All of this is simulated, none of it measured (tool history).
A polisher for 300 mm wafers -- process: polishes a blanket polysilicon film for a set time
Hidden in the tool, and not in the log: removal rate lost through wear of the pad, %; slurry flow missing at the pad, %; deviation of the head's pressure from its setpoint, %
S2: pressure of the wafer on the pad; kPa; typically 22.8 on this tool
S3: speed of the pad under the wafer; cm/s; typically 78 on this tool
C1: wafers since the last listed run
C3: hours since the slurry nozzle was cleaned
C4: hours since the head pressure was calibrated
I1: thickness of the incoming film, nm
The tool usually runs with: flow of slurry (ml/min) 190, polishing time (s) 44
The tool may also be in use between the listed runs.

Run 1, day 0: usual settings but polishing time (s) 51; C1 0; wafers polished on this pad 1537; C3 453.5; C4 198.7; I1 1331.5. Result: film removed (nm) 354.4.
At day 1.242: slurry nozzle cleaned.
Run 2, day 1.608: usual settings; C1 448; wafers polished on this pad 1985; C3 8.8; C4 237.3; I1 1323.7. Result: film removed (nm) 294.4.
At day 2.146: worn pad replaced by a new one.
Run 3, day 3.104: usual settings; C1 380; wafers polished on this pad 274; C3 44.7; C4 273.2; I1 1333.5. Result: film removed (nm) 313.8.
Run 4, day 4.188: usual settings; C1 310; wafers polished on this pad 584; C3 70.7; C4 299.2; I1 1316.9. Result: film removed (nm) 314.5.
Run 5, day 6.129: usual settings; C1 555; wafers polished on this pad 1140; C3 117.3; C4 345.8; I1 1307.6. Result: film removed (nm) 309.5.
At day 9.058: worn pad replaced by a new one.
Run 6, day 9.079: usual settings but S3 58 cm/s, polishing time (s) 37; C1 796; wafers polished on this pad 5; C3 188.1; C4 416.6; I1 1310.2. Result: film removed (nm) 205.6.
Run 7, day 11.488: usual settings but S3 58 cm/s, polishing time (s) 37; C1 689; wafers polished on this pad 694; C3 245.9; C4 474.4; I1 1334.5. Result: film removed (nm) 205.5.
Run 8, day 14.408: usual settings but S3 58 cm/s, polishing time (s) 37; C1 836; wafers polished on this pad 1531; C3 316; C4 544.5; I1 1326.6. Result: film removed (nm) 198.5.
At day 16.025: worn pad replaced by a new one.
At day 16.492: head pressure recalibrated.
Run 9, day 17.246: usual settings but flow of slurry (ml/min) 170, S2 26.9 kPa, S3 94 cm/s, polishing time (s) 38; C1 740; wafers polished on this pad 325; C3 384.1; C4 18.1; I1 1320.3. Result: film removed (nm) 367.1.
Run 10, day 18.538: usual settings; C1 369; wafers polished on this pad 695; C3 415.1; C4 49.1; I1 1300. Result: film removed (nm) 318.2.
Run 11, day 21.15: usual settings but flow of slurry (ml/min) 215, S3 96 cm/s; C1 747; wafers polished on this pad 1443; C3 477.8; C4 111.8; I1 1319.5. Result: film removed (nm) 371.4.
Run 12, day 22.517: usual settings but S3 58 cm/s, polishing time (s) 31; C1 391; wafers polished on this pad 1834; C3 510.6; C4 144.6; I1 1340.6. Result: film removed (nm) 160.6.
At day 22.842: slurry nozzle cleaned.
At day 23.746: worn pad replaced by a new one.
Run 13, day 24.408: usual settings but flow of slurry (ml/min) 215, S3 96 cm/s; C1 481; wafers polished on this pad 189; C3 37.6; C4 190; I1 1333.5. Result: film removed (nm) 378.2.
Run 14, day 27.021: usual settings but S2 17.2 kPa; C1 747; wafers polished on this pad 937; C3 100.3; C4 252.7; I1 1324. Result: film removed (nm) 245.5.
Run 15, day 29.092: usual settings but flow of slurry (ml/min) 140, S3 94 cm/s, polishing time (s) 57; C1 592; wafers polished on this pad 1530; C3 150; C4 302.4; I1 1332.4. Result: film removed (nm) 443.5.
At day 30.033: worn pad replaced by a new one.
Run 16, day 31.108: usual settings but flow of slurry (ml/min) 140, S2 26.2 kPa, S3 60 cm/s, polishing time (s) 31; C1 529; wafers polished on this pad 307; C3 198.4; C4 350.8; I1 1325.1. Result: film removed (nm) 198.3.
Run 17, day 34.083: usual settings; C1 851; wafers polished on this pad 1159; C3 269.8; C4 422.2; I1 1332.7. Result: film removed (nm) 305.8.

Predict each of these 3 candidate next runs independently; none follows another, all start after run 17:
Run A, day 34.1: usual settings but flow of slurry (ml/min) 125; C1 4; wafers polished on this pad 1164; C3 270.2; C4 422.6; I1 1304.5. Result: film removed (nm) ?.
Run B, day 34.1: usual settings but flow of slurry (ml/min) 165, S2 26.9 kPa, polishing time (s) 57; C1 4; wafers polished on this pad 1164; C3 270.2; C4 422.6; I1 1304.5. Result: film removed (nm) ?.
Run C, day 34.1: usual settings but flow of slurry (ml/min) 235, S3 86 cm/s, polishing time (s) 37; C1 4; wafers polished on this pad 1164; C3 270.2; C4 422.6; I1 1304.5. Result: film removed (nm) ?.

run  film removed (nm)
  A              292.2
  B              452.6
  C              285.8
With the hidden condition removed and each run's random variation left untouched, the same runs would have given:
run  film removed (nm)
  A              300.4
  B              465.4
  C              293.8
